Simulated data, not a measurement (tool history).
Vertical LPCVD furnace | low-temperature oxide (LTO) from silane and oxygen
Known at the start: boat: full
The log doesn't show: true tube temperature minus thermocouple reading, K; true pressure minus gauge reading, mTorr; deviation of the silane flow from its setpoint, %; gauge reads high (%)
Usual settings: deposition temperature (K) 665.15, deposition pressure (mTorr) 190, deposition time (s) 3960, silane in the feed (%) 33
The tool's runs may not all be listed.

run,hour,deposition temperature (K),deposition pressure (mTorr),deposition time (s),silane in the feed (%),wafers since the last listed run,hours since the last temperature calibration,hours since the pressure gauge was zeroed,hours since the silane flow controller was replaced,hours since the gauge calibration,"read-back reference wafer on the same gauge, thickness",film thickness on the monitor wafer in the middle of the boat (nm)
1,0.0,665.15,190,3960,33,0,3234.1,984.4,5365.2,252.3,384.91,357.30
2,71.1,665.15,190,3510,33,516,3305.2,1055.5,5436.3,323.4,385.06,317.17
3,114.6,665.15,190,3510,33,316,3348.7,1099.0,5479.8,366.9,384.96,316.03
4,178.7,665.15,190,3510,33,465,3412.8,1163.1,5543.9,431.0,384.90,316.84
5,222.2,665.15,190,3960,33,316,3456.3,1206.6,5587.4,474.5,384.94,356.32
6,255.8,665.15,190,3960,38,244,3489.9,1240.2,5621.0,508.1,384.71,430.84
7,322.8,665.15,190,3960,33,486,3556.9,1307.2,5688.0,575.1,384.99,356.85
8,347.3,665.15,190,3960,33,178,3581.4,1331.7,5712.5,599.6,385.00,353.77
9,383.9,665.15,190,3960,33,265,3618.0,1368.3,5749.1,636.2,384.74,355.97
# hour 437.6: silane flow controller replaced
10,450.2,665.15,160,3960,33,307,3684.3,1434.6,12.6,702.5,384.95,298.56
11,475.2,665.15,160,3960,33,181,3709.3,1459.6,37.6,727.5,385.17,297.52
# hour 509.1: pressure gauge zeroed
12,539.9,668.15,190,3960,27,295,3774.0,30.8,102.3,792.2,385.05,275.23
13,585.3,665.15,205,3960,33,329,3819.4,76.2,147.7,837.6,384.91,388.24
# hour 619.0: thermocouples replaced and temperature profile calibrated
14,619.7,676.15,155,3960,35,75,0.7,110.6,182.1,872.0,385.35,361.08
15,687.5,665.15,190,3960,33,492,68.5,178.4,249.9,939.8,384.78,356.63
16,745.4,665.15,190,4710,33,420,126.4,236.3,307.8,997.7,385.23,425.59
17,802.9,665.15,190,3960,33,417,183.9,293.8,365.3,1055.2,385.13,359.07
18,865.1,665.15,190,3960,28,451,246.1,356.0,427.5,1117.4,384.87,279.62
19,908.0,675.15,190,5340,33,311,289.0,398.9,470.4,1160.3,384.91,546.38
20,960.2,665.15,190,3960,33,379,341.2,451.1,522.6,1212.5,384.97,358.05
21,1005.1,661.15,190,3960,39,326,386.1,496.0,567.5,1257.4,385.38,426.28
# hour 1117.9: gauge calibrated
22,1156.4,665.15,150,3960,27,1099,537.4,647.3,718.8,38.5,385.21,208.83
23,1263.5,665.15,215,3390,37,778,644.5,754.4,825.9,145.6,385.24,405.53
24,1307.4,665.15,190,3960,33,318,688.4,798.3,869.8,189.5,385.04,356.96
25,1332.0,660.15,210,3960,33,178,713.0,822.9,894.4,214.1,385.22,370.66
26,1403.0,665.15,190,3960,33,515,784.0,893.9,965.4,285.1,385.28,355.88
27,1438.0,676.15,170,3960,36,254,819.0,928.9,1000.4,320.1,384.94,407.41
28,1535.8,665.15,190,3960,33,710,916.8,1026.7,1098.2,417.9,385.11,355.85
29,1588.1,658.15,190,5310,31,379,969.1,1079.0,1150.5,470.2,384.59,399.21
30,1644.2,665.15,170,3960,39,407,1025.2,1135.1,1206.6,526.3,385.08,397.89
31,1715.0,654.15,215,3330,38,514,1096.0,1205.9,1277.4,597.1,385.16,359.46
32,1761.6,665.15,190,3960,29,338,1142.6,1252.5,1324.0,643.7,385.34,293.81

3 ways to go on from here, each from the tool as it stands after run 32. What would each give?
A,1767.1,665.15,190,3960,35,39,1148.1,1258.0,1329.5,649.2,?,?
B,1767.1,665.15,190,4560,33,39,1148.1,1258.0,1329.5,649.2,?,?
C,1767.1,665.15,210,3960,36,39,1148.1,1258.0,1329.5,649.2,?,?

run,"read-back reference wafer on the same gauge, thickness",film thickness on the monitor wafer in the middle of the boat (nm)
A,384.90,384.81
B,384.90,408.41
C,384.90,442.37
Without the tool's hidden state the same runs would have given:
run,film thickness on the monitor wafer in the middle of the boat (nm)
A,390.32
B,414.25
C,448.09
